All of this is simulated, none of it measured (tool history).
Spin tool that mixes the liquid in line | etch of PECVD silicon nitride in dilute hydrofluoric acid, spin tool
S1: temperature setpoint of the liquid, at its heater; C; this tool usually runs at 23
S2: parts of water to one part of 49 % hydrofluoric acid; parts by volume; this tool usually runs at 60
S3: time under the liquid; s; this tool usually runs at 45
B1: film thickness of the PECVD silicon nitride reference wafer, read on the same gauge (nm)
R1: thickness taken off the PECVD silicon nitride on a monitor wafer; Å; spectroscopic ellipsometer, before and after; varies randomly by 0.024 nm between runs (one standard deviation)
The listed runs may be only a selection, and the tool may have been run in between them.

run 1 hour=0 | S1=23 S2=60 S3=45 | B1=99.991 | R1=46.84
run 2 hour=34.2 | S1=23 S2=60 S3=45 | B1=99.999 | R1=46.97
run 3 hour=58.1 | S1=23 S2=60 S3=45 | B1=100 | R1=46.97
run 4 hour=85.5 | S1=23 S2=60 S3=45 | B1=99.984 | R1=47.13
run 5 hour=115.6 | S1=23 S2=60 S3=45 | B1=99.996 | R1=46.96
-- hour=143.7 hydrofluoric acid flow meter replaced
run 6 hour=149.4 | S1=23 S2=60 S3=45 | B1=99.952 | R1=41.77
run 7 hour=170.2 | S1=23 S2=60 S3=45 | B1=100.015 | R1=41.93
-- hour=180 gauge calibrated
-- hour=180.5 thermometer replaced
run 8 hour=183.9 | S1=23 S2=60 S3=45 | B1=100 | R1=42.12
run 9 hour=201.1 | S1=23 S2=40 S3=70 | B1=100.019 | R1=96.71
run 10 hour=228.8 | S1=23 S2=60 S3=55 | B1=99.958 | R1=52.19
run 11 hour=264.7 | S1=23 S2=40 S3=70 | B1=100.047 | R1=98.86
run 12 hour=281.3 | S1=19 S2=35 S3=25 | B1=99.994 | R1=30.46
run 13 hour=366.6 | S1=20.5 S2=30 S3=55 | B1=100.016 | R1=85.29
run 14 hour=390.5 | S1=23 S2=60 S3=45 | B1=99.998 | R1=42.75
run 15 hour=408.6 | S1=21 S2=60 S3=55 | B1=99.994 | R1=45.49
run 16 hour=428 | S1=23 S2=60 S3=45 | B1=100.005 | R1=42.22
run 17 hour=456.5 | S1=23 S2=75 S3=35 | B1=99.985 | R1=26.54

Predict each of these 4 candidate next runs independently; none follows another, all start after run 17:
run A hour=456.9 | S1=23 S2=60 S3=45 | B1=? | R1=?
run B hour=456.9 | S1=19 S2=40 S3=35 | B1=? | R1=?
run C hour=456.9 | S1=20.5 S2=50 S3=55 | B1=? | R1=?
run D hour=456.9 | S1=19 S2=60 S3=35 | B1=? | R1=?

run=A B1=100.032 R1=42.46
run=B B1=100.032 R1=37.18
run=C B1=100.032 R1=52.24
run=D B1=100.032 R1=25.09
Take away the tool's hidden state, keep each run's random variation, and the runs would have read:
run=A R1=41.58
run=B R1=36.42
run=C R1=51.17
run=D R1=24.57
